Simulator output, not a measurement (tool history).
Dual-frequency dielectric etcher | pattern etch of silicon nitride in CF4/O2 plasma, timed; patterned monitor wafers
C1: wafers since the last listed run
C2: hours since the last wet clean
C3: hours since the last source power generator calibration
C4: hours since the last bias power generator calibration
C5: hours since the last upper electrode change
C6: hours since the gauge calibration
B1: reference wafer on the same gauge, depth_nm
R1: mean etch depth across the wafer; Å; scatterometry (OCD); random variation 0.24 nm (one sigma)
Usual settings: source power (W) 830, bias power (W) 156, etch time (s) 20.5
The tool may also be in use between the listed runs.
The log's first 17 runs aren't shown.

At hour 1159.9: source power generator calibrated.
Run 18, hour 1212.4: usual settings; C1 1300; C2 553.1; C3 52.5; C4 4416.9; C5 178.7; C6 405.3; B1 72.3. Result: R1 690 Å.
At hour 1342.7: wet clean of the chamber.
At hour 1367.3: bias power generator calibrated.
Run 19, hour 1504.2: usual settings; C1 4811; C2 161.5; C3 344.3; C4 136.9; C5 470.5; C6 697.1; B1 72.1. Result: R1 676 Å.
Run 20, hour 1545.3: usual settings but bias power (W) 186; C1 749; C2 202.6; C3 385.4; C4 178.0; C5 511.6; C6 738.2; B1 72.1. Result: R1 732 Å.
Run 21, hour 1624.1: usual settings; C1 1437; C2 281.4; C3 464.2; C4 256.8; C5 590.4; C6 817.0; B1 72.2. Result: R1 677 Å.
Run 22, hour 1667.5: usual settings but source power (W) 670; C1 791; C2 324.8; C3 507.6; C4 300.2; C5 633.8; C6 860.4; B1 72.1. Result: R1 591 Å.
Run 23, hour 1731.3: usual settings but source power (W) 670, etch time (s) 25.5; C1 1163; C2 388.6; C3 571.4; C4 364.0; C5 697.6; C6 924.2; B1 72.3. Result: R1 731 Å.
Run 24, hour 1799.0: usual settings but etch time (s) 18.5; C1 1234; C2 456.3; C3 639.1; C4 431.7; C5 765.3; C6 991.9; B1 72.3. Result: R1 606 Å.
Run 25, hour 1843.4: usual settings but source power (W) 740, bias power (W) 139, etch time (s) 18.5; C1 809; C2 500.7; C3 683.5; C4 476.1; C5 809.7; C6 1036.3; B1 72.2. Result: R1 537 Å.
At hour 1889.5: wet clean of the chamber.
Run 26, hour 1946.1: usual settings but source power (W) 710, bias power (W) 128; C1 1435; C2 56.6; C3 786.2; C4 578.8; C5 912.4; C6 1139.0; B1 72.3. Result: R1 557 Å.
Run 27, hour 2022.9: usual settings but source power (W) 740, bias power (W) 143, etch time (s) 22.5; C1 1400; C2 133.4; C3 863.0; C4 655.6; C5 989.2; C6 1215.8; B1 72.0. Result: R1 659 Å.
Run 28, hour 2085.7: usual settings but source power (W) 990, bias power (W) 127, etch time (s) 25.5; C1 1145; C2 196.2; C3 925.8; C4 718.4; C5 1052.0; C6 1278.6; B1 72.2. Result: R1 858 Å.
Run 29, hour 2129.1: usual settings but source power (W) 1000, bias power (W) 171; C1 791; C2 239.6; C3 969.2; C4 761.8; C5 1095.4; C6 1322.0; B1 72.3. Result: R1 795 Å.
Run 30, hour 2233.1: usual settings; C1 1897; C2 343.6; C3 1073.2; C4 865.8; C5 1199.4; C6 1426.0; B1 72.3. Result: R1 679 Å.

Forecast each of these 4 alternatives for the next run:
Run A, hour 2233.5: usual settings; C1 7; C2 344.0; C3 1073.6; C4 866.2; C5 1199.8; C6 1426.4; B1 ?. Result: R1 ?.
Run B, hour 2233.5: usual settings but source power (W) 750, bias power (W) 124, etch time (s) 14.5; C1 7; C2 344.0; C3 1073.6; C4 866.2; C5 1199.8; C6 1426.4; B1 ?. Result: R1 ?.
Run C, hour 2233.5: usual settings but source power (W) 710, etch time (s) 25.0; C1 7; C2 344.0; C3 1073.6; C4 866.2; C5 1199.8; C6 1426.4; B1 ?. Result: R1 ?.
Run D, hour 2233.5: usual settings but bias power (W) 175, etch time (s) 15.0; C1 7; C2 344.0; C3 1073.6; C4 866.2; C5 1199.8; C6 1426.4; B1 ?. Result: R1 ?.

run    B1   R1
  A  72.2  672
  B  72.2  400
  C  72.2  742
  D  72.2  518
Without the tool's hidden state the same runs would have given:
run   R1
  A  671
  B  400
  C  742
  D  518
